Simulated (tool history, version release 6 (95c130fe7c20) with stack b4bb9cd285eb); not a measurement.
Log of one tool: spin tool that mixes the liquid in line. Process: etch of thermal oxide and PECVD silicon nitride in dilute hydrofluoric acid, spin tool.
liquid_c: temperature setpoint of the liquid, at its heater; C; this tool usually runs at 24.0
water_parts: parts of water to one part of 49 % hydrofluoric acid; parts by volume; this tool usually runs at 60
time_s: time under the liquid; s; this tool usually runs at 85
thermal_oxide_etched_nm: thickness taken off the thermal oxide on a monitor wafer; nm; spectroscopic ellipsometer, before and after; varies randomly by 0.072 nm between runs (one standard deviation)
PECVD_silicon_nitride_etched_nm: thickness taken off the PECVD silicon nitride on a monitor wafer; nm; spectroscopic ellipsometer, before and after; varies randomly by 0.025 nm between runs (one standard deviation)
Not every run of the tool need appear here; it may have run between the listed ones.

run	day	liquid_c	water_parts	time_s	wafers since the last listed run	hours since the thermometer was replaced	hours since the hydrofluoric acid flow meter was replaced	hours since the gauge calibration	read-back film thickness of the thermal oxide reference wafer, read on the same gauge (nm)	read-back film thickness of the PECVD silicon nitride reference wafer, read on the same gauge (nm)	thermal_oxide_etched_nm	PECVD_silicon_nitride_etched_nm
1	0.000	24.0	60	85	0	986.1	2009.8	106.1	79.99	39.99	8.33	5.82
2	2.171	24.0	60	85	739	1038.2	2061.9	158.2	80.02	40.03	8.19	5.84
3	3.508	24.0	60	85	455	1070.3	2094.0	190.3	80.00	39.97	8.20	5.98
4	6.458	24.0	60	85	1004	1141.1	2164.8	261.1	79.99	40.02	8.47	5.98
5	7.712	24.0	60	85	427	1171.2	2194.9	291.2	80.00	39.99	8.37	5.93
# day 8.017: hydrofluoric acid flow meter replaced
# day 8.746: thermometer replaced
6	9.158	24.0	60	85	463	9.9	27.4	325.9	79.99	40.00	7.56	4.96
7	10.967	24.0	60	85	615	53.3	70.8	369.3	80.00	40.03	7.48	5.00
# day 11.000: gauge calibrated
8	12.417	24.0	60	85	493	88.1	105.6	34.0	79.99	40.05	7.52	5.03
9	14.342	28.0	30	40	655	134.3	151.8	80.2	80.02	40.01	8.86	6.15
10	16.371	26.0	60	125	690	183.0	200.5	128.9	80.00	40.00	12.21	8.62
11	18.129	20.5	45	45	598	225.2	242.7	171.1	80.00	39.99	4.79	2.82
12	19.771	24.0	50	50	558	264.6	282.1	210.5	79.99	40.00	5.46	3.62
13	21.604	24.0	60	85	624	308.6	326.1	254.5	80.01	40.01	7.55	5.24
14	23.854	24.0	60	45	766	362.6	380.1	308.5	79.99	40.03	4.17	2.77
15	26.475	27.0	90	55	892	425.5	443.0	371.4	79.99	40.02	3.62	2.80

Run by run, hidden condition taken away, random variation retained:
Hidden conditions of the tool in this case: liquid hotter than its thermometer reads (K); hydrofluoric acid flow above the setpoint (%); gauge reads high (%).
run	thermal_oxide_etched_nm	PECVD_silicon_nitride_etched_nm
1	7.56	4.96
2	7.40	4.93
3	7.38	5.03
4	7.58	4.97
5	7.47	4.91
6	7.55	4.95
7	7.45	4.96
8	7.46	4.96
9	8.74	6.02
10	12.00	8.38
11	4.69	2.72
12	5.33	3.48
13	7.33	4.99
14	4.03	2.62
15	3.48	2.63
